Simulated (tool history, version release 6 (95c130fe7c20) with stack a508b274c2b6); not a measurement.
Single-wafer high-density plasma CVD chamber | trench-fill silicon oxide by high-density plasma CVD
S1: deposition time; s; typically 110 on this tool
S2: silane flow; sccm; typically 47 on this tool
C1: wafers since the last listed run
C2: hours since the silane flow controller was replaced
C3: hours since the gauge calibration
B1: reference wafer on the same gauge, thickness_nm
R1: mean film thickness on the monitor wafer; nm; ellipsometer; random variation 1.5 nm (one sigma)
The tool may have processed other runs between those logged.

run,hour,S1,S2,C1,C2,C3,B1,R1
1,0,110,47,0,3849.2,237.5,597.154,545.016
2,13.5,110,52,176,3862.7,251,597.4,606.011
3,28.5,103,52,196,3877.7,266,596.989,565.769
4,44.6,110,47,210,3893.8,282.1,597.181,543.834
5,61.4,110,47,219,3910.6,298.9,596.715,548.207
6,68.8,110,47,96,3918,306.3,597.235,546.928
7,77.3,110,47,111,3926.5,314.8,597.189,545.774
8,87.6,110,47,134,3936.8,325.1,596.93,544.575
9,102.8,110,47,198,3952,340.3,597.067,546.911
10,119.8,110,43,222,3969,357.3,596.955,500.218
11,153.2,110,49,436,4002.4,390.7,597.056,572.896
12,167.3,110,49,184,4016.5,404.8,597.165,570.383
13,178.3,110,47,143,4027.5,415.8,597.077,544.867
# hour 216.5: gauge calibrated
14,218.7,110,47,527,4067.9,2.2,597.033,544.67
15,233.2,110,47,189,4082.4,16.7,596.451,545.682
16,246.4,122,51,172,4095.6,29.9,597.068,653.19
17,258.3,110,47,155,4107.5,41.8,597.118,546.99
18,273.7,110,47,201,4122.9,57.2,596.855,546.271
19,282.1,101,51,109,4131.3,65.6,597.053,544.342
20,297.6,110,47,202,4146.8,81.1,596.796,546.64
21,317.9,110,47,265,4167.1,101.4,596.659,546.119
22,329.7,110,47,154,4178.9,113.2,596.675,545.302
23,341.3,121,51,151,4190.5,124.8,597.265,648.08
# hour 355.5: silane flow controller replaced
24,356,129,52,87,0.5,139.5,597.084,706.578
25,357.8,110,49,23,2.3,141.3,597.165,571.19
26,364.6,94,39,88,9.1,148.1,597.206,387.293
27,379.5,92,53,194,24,163,597.078,514.366
28,392.5,110,45,169,37,176,596.961,521.247
29,403.7,110,47,146,48.2,187.2,597.092,546.366
30,410.4,131,53,87,54.9,193.9,596.45,731.776
31,423,110,51,164,67.5,206.5,597.715,593.749
32,438.3,110,47,199,82.8,221.8,596.892,545.406
33,455.7,110,47,227,100.2,239.2,597.072,546.268
34,469.2,121,43,176,113.7,252.7,596.773,549.615
35,479,128,47,128,123.5,262.5,596.762,635.077
36,493.7,122,51,192,138.2,277.2,596.64,656.155
37,507.9,110,52,185,152.4,291.4,596.74,601.483
38,514.5,130,51,86,159,298,596.929,698.421
39,522.4,96,54,103,166.9,305.9,596.829,546.672
40,534.5,97,47,158,179,318,597.18,481.669
41,549.5,110,43,196,194,333,596.643,500.397
42,559.1,110,47,125,203.6,342.6,596.794,545.521
43,566.9,93,40,101,211.4,350.4,596.896,393.448
44,578.9,121,43,156,223.4,362.4,597.302,549.742

Predict each of these 5 candidate next runs independently; none follows another, all start after run 44:
A,579.3,110,47,5,223.8,362.8,?,?
B,579.3,116,49,5,223.8,362.8,?,?
C,579.3,110,56,5,223.8,362.8,?,?
D,579.3,110,44,5,223.8,362.8,?,?
E,579.3,125,38,5,223.8,362.8,?,?

run,B1,R1
A,597.241,546.279
B,597.241,600.59
C,597.241,650.885
D,597.241,511.41
E,597.241,501.9
Had the tool no hidden state, the same runs would have come out as:
run,R1
A,546.279
B,600.59
C,650.885
D,511.41
E,501.9

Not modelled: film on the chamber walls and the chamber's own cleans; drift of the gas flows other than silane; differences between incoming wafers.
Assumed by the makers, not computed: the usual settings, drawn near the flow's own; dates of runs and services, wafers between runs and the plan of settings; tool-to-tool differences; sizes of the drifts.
